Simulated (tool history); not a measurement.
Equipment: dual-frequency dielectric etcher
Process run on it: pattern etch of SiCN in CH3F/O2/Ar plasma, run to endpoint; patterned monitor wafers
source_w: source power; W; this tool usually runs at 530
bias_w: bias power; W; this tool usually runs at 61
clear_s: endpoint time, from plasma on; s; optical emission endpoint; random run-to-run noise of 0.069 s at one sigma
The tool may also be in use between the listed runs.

run	hour	source_w	bias_w	wafers since the last listed run	hours since the last wet clean	hours since the last source power generator calibration	hours since the last bias power generator calibration	hours since the last upper electrode change	incoming incoming film thickness, nm	clear_s
1	0.0	470	57	0	343.3	3338.1	1994.1	2466.1	8.77	24.7
# hour 6.3: wet clean of the chamber
2	99.3	530	61	1314	93.0	3437.4	2093.4	2565.4	8.92	22.6
3	150.8	530	61	728	144.5	3488.9	2144.9	2616.9	8.88	22.6
4	200.5	530	61	702	194.2	3538.6	2194.6	2666.6	8.81	22.5
5	243.7	530	61	610	237.4	3581.8	2237.8	2709.8	8.76	22.4
6	301.9	530	61	822	295.6	3640.0	2296.0	2768.0	8.73	22.4
7	348.3	530	61	655	342.0	3686.4	2342.4	2814.4	8.79	22.8
8	395.5	530	61	667	389.2	3733.6	2389.6	2861.6	8.88	23.1
# hour 419.9: wet clean of the chamber
9	430.9	530	61	161	11.0	3769.0	2425.0	2897.0	8.74	22.0
# hour 463.7: bias power generator calibrated
10	464.2	530	61	414	44.3	3802.3	0.5	2930.3	8.83	22.3
11	529.5	530	61	923	109.6	3867.6	65.8	2995.6	8.76	22.1
12	587.1	430	75	814	167.2	3925.2	123.4	3053.2	8.79	22.9
13	614.2	530	61	383	194.3	3952.3	150.5	3080.3	8.77	22.4
# hour 649.1: source power generator calibrated
# hour 665.8: upper electrode replaced
14	678.2	580	65	611	258.3	29.1	214.5	12.4	8.89	21.3
15	724.4	490	65	653	304.5	75.3	260.7	58.6	8.82	23.1
# hour 794.9: wet clean of the chamber
16	852.4	580	61	1470	57.5	203.3	388.7	186.6	8.86	21.3
17	899.5	410	52	665	104.6	250.4	435.8	233.7	8.76	26.9
18	934.3	440	71	491	139.4	285.2	470.6	268.5	8.77	22.8
19	963.2	410	75	408	168.3	314.1	499.5	297.4	8.79	23.3
20	1049.4	600	55	1218	254.5	400.3	585.7	383.6	8.81	22.0
21	1103.8	440	48	768	308.9	454.7	640.1	438.0	8.79	27.4

Entry by entry between the runs, the difference in hidden state between the last listed run before and the first listed run after:
Runs 1 to 2: wet clean of the chamber (hour 6.3)
  etch rate over this chamber's usual, %: -2 -> -0.661
  measured result minus the result with no hidden state, clear_s: +0.5 -> +0.2 s
Runs 8 to 9: wet clean of the chamber (hour 419.9)
  etch rate over this chamber's usual, %: -3.02 -> 0.233
  measured result minus the result with no hidden state, clear_s: +0.7 -> -0.1 s
Runs 9 to 10: bias power generator calibrated (hour 463.7)
  etch rate over this chamber's usual, %: 0.233 -> -0.0329
  measured result minus the result with no hidden state, clear_s: -0.1 -> +0.0 s
Runs 13 to 14: source power generator calibrated (hour 649.1); upper electrode replaced (hour 665.8)
  etch rate over this chamber's usual, %: -1.23 -> -1.74
  measured result minus the result with no hidden state, clear_s: +0.3 -> +0.4 s
Runs 15 to 16: wet clean of the chamber (hour 794.9)
  etch rate over this chamber's usual, %: -2.11 -> 0.178
  measured result minus the result with no hidden state, clear_s: +0.5 -> -0.1 s
